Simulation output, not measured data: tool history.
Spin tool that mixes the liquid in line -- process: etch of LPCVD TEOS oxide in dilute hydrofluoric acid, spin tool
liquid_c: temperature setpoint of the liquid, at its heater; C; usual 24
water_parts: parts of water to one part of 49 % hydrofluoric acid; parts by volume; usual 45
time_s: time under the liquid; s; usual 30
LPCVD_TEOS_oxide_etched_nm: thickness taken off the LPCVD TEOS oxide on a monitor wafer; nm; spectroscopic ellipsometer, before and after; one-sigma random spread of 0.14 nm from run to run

run,hour,liquid_c,water_parts,time_s,wafers since the last listed run,hours since the thermometer was replaced,hours since the hydrofluoric acid flow meter was replaced,hours since the gauge calibration,"read-back film thickness of the LPCVD TEOS oxide reference wafer, read on the same gauge (nm)",LPCVD_TEOS_oxide_etched_nm
1,0,24,45,30,0,1496,974.2,1075,89.98,35.1
2,26.4,24,45,30,419,1522.4,1000.6,1101.4,90,34.92
3,48.4,24,45,30,349,1544.4,1022.6,1123.4,90.04,35.32
4,74,24,45,30,406,1570,1048.2,1149,89.97,34.82
5,105.4,24,45,30,498,1601.4,1079.6,1180.4,89.99,35.27
6,140.9,24,45,30,563,1636.9,1115.1,1215.9,90,35.13
7,168.7,24,45,30,441,1664.7,1142.9,1243.7,90,35.18
8,195,24,45,30,417,1691,1169.2,1270,90.01,35.26
# hour 201.2: hydrofluoric acid flow meter replaced
# hour 217.4: thermometer replaced
9,289.6,24,45,30,1469,72.2,88.4,1364.6,90.02,32.9
10,316.2,19,25,25,422,98.8,115,1391.2,89.97,41.06
11,351.4,24,35,50,558,134,150.2,1426.4,90,71.71
12,374.6,26,35,45,368,157.2,173.4,1449.6,90,70.29
13,408.6,20,30,20,539,191.2,207.4,1483.6,89.98,28.53
14,438.4,24,45,30,472,221,237.2,1513.4,90,33.16
# hour 439.2: gauge calibrated
15,469.4,28.5,40,45,492,252,268.2,30.2,89.99,67.17
16,500.7,24,30,45,496,283.3,299.5,61.5,90.01,75.45
17,536.7,20,30,20,571,319.3,335.5,97.5,90.02,28.83
18,550.6,24,45,30,220,333.2,349.4,111.4,89.97,33.34
19,569.5,24,60,40,299,352.1,368.3,130.3,90,32.7
20,585.4,22.5,30,15,252,368,384.2,146.2,90.01,24.09
21,621.1,24,45,30,566,403.7,419.9,181.9,89.98,33.69
22,649.1,27.5,45,40,444,431.7,447.9,209.9,89.99,51.8
23,670.2,24,45,45,334,452.8,469,231,90.01,50.24
24,690,24,45,30,314,472.6,488.8,250.8,90.01,33.35
25,718.6,22.5,30,20,453,501.2,517.4,279.4,90.01,32.18
26,737.9,21,40,40,306,520.5,536.7,298.7,90.01,44.99
27,757.1,19,40,15,304,539.7,555.9,317.9,89.98,15.39
28,791.6,19.5,60,25,547,574.2,590.4,352.4,89.99,17.08
29,819.7,28,45,30,445,602.3,618.5,380.5,90.01,39.74
30,834.4,24,35,30,233,617,633.2,395.2,90,44.06
31,860.9,24,45,30,420,643.5,659.7,421.7,90.01,33.5
32,884.8,25.5,45,45,379,667.4,683.6,445.6,90.01,53.44
33,904,26,45,30,304,686.6,702.8,464.8,89.99,36.68

Below are 4 alternative next runs, each starting from the tool's condition after run 33. Predict each:
A,904.4,21,45,30,6,687,703.2,465.2,?,?
B,904.4,26.5,65,15,6,687,703.2,465.2,?,?
C,904.4,22,25,15,6,687,703.2,465.2,?,?
D,904.4,24,50,30,6,687,703.2,465.2,?,?

run,"read-back film thickness of the LPCVD TEOS oxide reference wafer, read on the same gauge (nm)",LPCVD_TEOS_oxide_etched_nm
A,89.99,29.81
B,89.99,12.57
C,89.99,28.71
D,89.99,30.18
Without the tool's hidden state the same runs would have given:
run,LPCVD_TEOS_oxide_etched_nm
A,28.69
B,12.12
C,27.62
D,29.07
